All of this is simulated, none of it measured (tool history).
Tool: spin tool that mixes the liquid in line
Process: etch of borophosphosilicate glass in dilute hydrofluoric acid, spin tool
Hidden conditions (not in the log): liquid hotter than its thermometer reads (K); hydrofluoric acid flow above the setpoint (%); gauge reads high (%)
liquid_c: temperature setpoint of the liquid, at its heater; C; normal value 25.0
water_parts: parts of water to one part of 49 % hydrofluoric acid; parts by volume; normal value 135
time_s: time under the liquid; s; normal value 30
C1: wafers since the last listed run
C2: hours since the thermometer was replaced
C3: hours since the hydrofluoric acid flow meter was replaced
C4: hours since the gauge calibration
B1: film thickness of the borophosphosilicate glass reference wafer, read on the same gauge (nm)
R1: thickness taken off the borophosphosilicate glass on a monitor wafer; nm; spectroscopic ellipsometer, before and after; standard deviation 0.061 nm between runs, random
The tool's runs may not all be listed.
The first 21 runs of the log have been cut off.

{"run": 22, "hour": 947.0, "liquid_c": 25.0, "water_parts": 135, "time_s": 30, "C1": 524, "C2": 213.2, "C3": 55.6, "C4": 344.0, "B1": 79.97, "R1": 13.45}
{"run": 23, "hour": 1016.0, "liquid_c": 21.0, "water_parts": 110, "time_s": 20, "C1": 815, "C2": 282.2, "C3": 124.6, "C4": 413.0, "B1": 79.99, "R1": 9.72}
{"run": 24, "hour": 1074.7, "liquid_c": 25.0, "water_parts": 135, "time_s": 30, "C1": 694, "C2": 340.9, "C3": 183.3, "C4": 471.7, "B1": 80.02, "R1": 13.49}
{"run": 25, "hour": 1158.2, "liquid_c": 28.0, "water_parts": 195, "time_s": 15, "C1": 987, "C2": 424.4, "C3": 266.8, "C4": 555.2, "B1": 79.99, "R1": 4.9}
{"run": 26, "hour": 1190.5, "liquid_c": 22.5, "water_parts": 160, "time_s": 20, "C1": 381, "C2": 456.7, "C3": 299.1, "C4": 587.5, "B1": 79.99, "R1": 6.79}
{"run": 27, "hour": 1240.5, "liquid_c": 25.0, "water_parts": 135, "time_s": 30, "C1": 591, "C2": 506.7, "C3": 349.1, "C4": 637.5, "B1": 80.01, "R1": 13.56}
{"run": 28, "hour": 1301.3, "liquid_c": 25.0, "water_parts": 135, "time_s": 30, "C1": 718, "C2": 567.5, "C3": 409.9, "C4": 698.3, "B1": 80.03, "R1": 13.67}
{"run": 29, "hour": 1336.5, "liquid_c": 29.5, "water_parts": 135, "time_s": 20, "C1": 416, "C2": 602.7, "C3": 445.1, "C4": 733.5, "B1": 80.01, "R1": 10.75}
{"run": 30, "hour": 1394.7, "liquid_c": 25.0, "water_parts": 135, "time_s": 20, "C1": 688, "C2": 660.9, "C3": 503.3, "C4": 791.7, "B1": 80.01, "R1": 9.04}
{"run": 31, "hour": 1430.3, "liquid_c": 25.0, "water_parts": 175, "time_s": 40, "C1": 420, "C2": 696.5, "C3": 538.9, "C4": 827.3, "B1": 79.97, "R1": 13.3}
{"run": 32, "hour": 1470.8, "liquid_c": 25.0, "water_parts": 135, "time_s": 30, "C1": 478, "C2": 737.0, "C3": 579.4, "C4": 867.8, "B1": 80.01, "R1": 13.69}

Consider 4 possible next runs. They are alternatives, not a sequence: every one starts from the tool as it was left by run 32. What does each give?
{"run": "A", "hour": 1471.2, "liquid_c": 25.0, "water_parts": 135, "time_s": 30, "C1": 4, "C2": 737.4, "C3": 579.8, "C4": 868.2, "B1": "?", "R1": "?"}
{"run": "B", "hour": 1471.2, "liquid_c": 22.0, "water_parts": 175, "time_s": 20, "C1": 4, "C2": 737.4, "C3": 579.8, "C4": 868.2, "B1": "?", "R1": "?"}
{"run": "C", "hour": 1471.2, "liquid_c": 25.0, "water_parts": 75, "time_s": 30, "C1": 4, "C2": 737.4, "C3": 579.8, "C4": 868.2, "B1": "?", "R1": "?"}
{"run": "D", "hour": 1471.2, "liquid_c": 29.0, "water_parts": 135, "time_s": 15, "C1": 4, "C2": 737.4, "C3": 579.8, "C4": 868.2, "B1": "?", "R1": "?"}

run=A B1=80.01 R1=13.60
run=B B1=80.01 R1=5.96
run=C B1=80.01 R1=26.37
run=D B1=80.01 R1=7.90
Stripped of hidden state, with their random variation kept, the same runs would have yielded:
run=A R1=13.45
run=B R1=5.90
run=C R1=26.10
run=D R1=7.81

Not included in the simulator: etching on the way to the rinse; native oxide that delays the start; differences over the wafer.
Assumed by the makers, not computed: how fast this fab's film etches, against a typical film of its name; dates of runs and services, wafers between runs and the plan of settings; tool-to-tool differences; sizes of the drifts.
